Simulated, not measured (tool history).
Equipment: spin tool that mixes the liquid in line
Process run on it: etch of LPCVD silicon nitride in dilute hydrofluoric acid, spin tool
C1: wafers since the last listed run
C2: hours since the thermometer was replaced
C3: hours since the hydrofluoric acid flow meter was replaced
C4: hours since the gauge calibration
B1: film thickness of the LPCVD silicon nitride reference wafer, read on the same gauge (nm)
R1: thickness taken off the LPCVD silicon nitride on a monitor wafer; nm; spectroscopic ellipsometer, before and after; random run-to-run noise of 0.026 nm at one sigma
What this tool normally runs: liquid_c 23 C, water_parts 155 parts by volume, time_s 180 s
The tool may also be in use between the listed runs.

run 1 hour=0 | liquid_c=23 water_parts=155 time_s=180 | C1=0 C2=2922.8 C3=1906 C4=600.5 | B1=150.002 | R1=0.584
run 2 hour=14.3 | liquid_c=23 water_parts=155 time_s=180 | C1=126 C2=2937.1 C3=1920.3 C4=614.8 | B1=150.03 | R1=0.612
run 3 hour=29.9 | liquid_c=23 water_parts=155 time_s=180 | C1=138 C2=2952.7 C3=1935.9 C4=630.4 | B1=149.994 | R1=0.595
run 4 hour=41.4 | liquid_c=23 water_parts=155 time_s=180 | C1=101 C2=2964.2 C3=1947.4 C4=641.9 | B1=150.019 | R1=0.598
run 5 hour=56.4 | liquid_c=23 water_parts=155 time_s=180 | C1=132 C2=2979.2 C3=1962.4 C4=656.9 | B1=150.042 | R1=0.589
run 6 hour=67.1 | liquid_c=23 water_parts=155 time_s=180 | C1=94 C2=2989.9 C3=1973.1 C4=667.6 | B1=150.022 | R1=0.556
run 7 hour=76 | liquid_c=23 water_parts=155 time_s=180 | C1=78 C2=2998.8 C3=1982 C4=676.5 | B1=149.993 | R1=0.564
-- hour=83.9 thermometer replaced
run 8 hour=89.4 | liquid_c=23 water_parts=155 time_s=180 | C1=109 C2=5.5 C3=1995.4 C4=689.9 | B1=150.004 | R1=0.594
run 9 hour=106.6 | liquid_c=23 water_parts=155 time_s=180 | C1=152 C2=22.7 C3=2012.6 C4=707.1 | B1=150.028 | R1=0.607
-- hour=113.7 hydrofluoric acid flow meter replaced
run 10 hour=122.8 | liquid_c=21 water_parts=85 time_s=140 | C1=134 C2=38.9 C3=9.1 C4=723.3 | B1=150.029 | R1=0.756
run 11 hour=134.8 | liquid_c=19 water_parts=155 time_s=80 | C1=106 C2=50.9 C3=21.1 C4=735.3 | B1=149.977 | R1=0.211
run 12 hour=151.2 | liquid_c=19.5 water_parts=155 time_s=145 | C1=145 C2=67.3 C3=37.5 C4=751.7 | B1=150.022 | R1=0.414
run 13 hour=162.2 | liquid_c=23 water_parts=155 time_s=180 | C1=97 C2=78.3 C3=48.5 C4=762.7 | B1=149.968 | R1=0.633
run 14 hour=169.4 | liquid_c=20 water_parts=205 time_s=285 | C1=63 C2=85.5 C3=55.7 C4=769.9 | B1=150.009 | R1=0.605
run 15 hour=175.5 | liquid_c=23 water_parts=225 time_s=235 | C1=54 C2=91.6 C3=61.8 C4=776 | B1=150.009 | R1=0.551
run 16 hour=186.9 | liquid_c=25 water_parts=115 time_s=180 | C1=101 C2=103 C3=73.2 C4=787.4 | B1=149.989 | R1=0.887
run 17 hour=197.4 | liquid_c=23 water_parts=155 time_s=180 | C1=93 C2=113.5 C3=83.7 C4=797.9 | B1=150.013 | R1=0.624
-- hour=208 gauge calibrated
run 18 hour=214.4 | liquid_c=23 water_parts=155 time_s=240 | C1=150 C2=130.5 C3=100.7 C4=6.4 | B1=150.016 | R1=0.761
run 19 hour=232.3 | liquid_c=23 water_parts=155 time_s=180 | C1=158 C2=148.4 C3=118.6 C4=24.3 | B1=149.991 | R1=0.569
run 20 hour=245.6 | liquid_c=23 water_parts=155 time_s=180 | C1=117 C2=161.7 C3=131.9 C4=37.6 | B1=149.965 | R1=0.612
run 21 hour=252.7 | liquid_c=23 water_parts=155 time_s=180 | C1=62 C2=168.8 C3=139 C4=44.7 | B1=150.025 | R1=0.569
run 22 hour=267.2 | liquid_c=25.5 water_parts=135 time_s=220 | C1=128 C2=183.3 C3=153.5 C4=59.2 | B1=149.974 | R1=0.96
run 23 hour=279.3 | liquid_c=23 water_parts=200 time_s=255 | C1=107 C2=195.4 C3=165.6 C4=71.3 | B1=150.008 | R1=0.663
run 24 hour=296 | liquid_c=21.5 water_parts=175 time_s=290 | C1=147 C2=212.1 C3=182.3 C4=88 | B1=150.021 | R1=0.782
run 25 hour=310.2 | liquid_c=23 water_parts=155 time_s=180 | C1=125 C2=226.3 C3=196.5 C4=102.2 | B1=149.956 | R1=0.615
run 26 hour=324.3 | liquid_c=23 water_parts=155 time_s=75 | C1=124 C2=240.4 C3=210.6 C4=116.3 | B1=150.025 | R1=0.247
run 27 hour=330.6 | liquid_c=26.5 water_parts=155 time_s=180 | C1=55 C2=246.7 C3=216.9 C4=122.6 | B1=150.014 | R1=0.755
run 28 hour=341.6 | liquid_c=23 water_parts=195 time_s=180 | C1=97 C2=257.7 C3=227.9 C4=133.6 | B1=150.05 | R1=0.469
run 29 hour=356 | liquid_c=23 water_parts=220 time_s=180 | C1=127 C2=272.1 C3=242.3 C4=148 | B1=149.988 | R1=0.392
run 30 hour=367.8 | liquid_c=18.5 water_parts=225 time_s=275 | C1=104 C2=283.9 C3=254.1 C4=159.8 | B1=150.001 | R1=0.457
run 31 hour=381.7 | liquid_c=23 water_parts=210 time_s=180 | C1=123 C2=297.8 C3=268 C4=173.7 | B1=150.023 | R1=0.438
run 32 hour=393.9 | liquid_c=20.5 water_parts=200 time_s=225 | C1=108 C2=310 C3=280.2 C4=185.9 | B1=149.992 | R1=0.481
run 33 hour=439.8 | liquid_c=23 water_parts=155 time_s=180 | C1=406 C2=355.9 C3=326.1 C4=231.8 | B1=150.012 | R1=0.662

State the hidden condition of the tool at each of the runs:
liquid hotter than its thermometer reads (K): 0 on each run
hydrofluoric acid flow below the setpoint (%): 0 on each run
gauge reads high (%): 0 on each run

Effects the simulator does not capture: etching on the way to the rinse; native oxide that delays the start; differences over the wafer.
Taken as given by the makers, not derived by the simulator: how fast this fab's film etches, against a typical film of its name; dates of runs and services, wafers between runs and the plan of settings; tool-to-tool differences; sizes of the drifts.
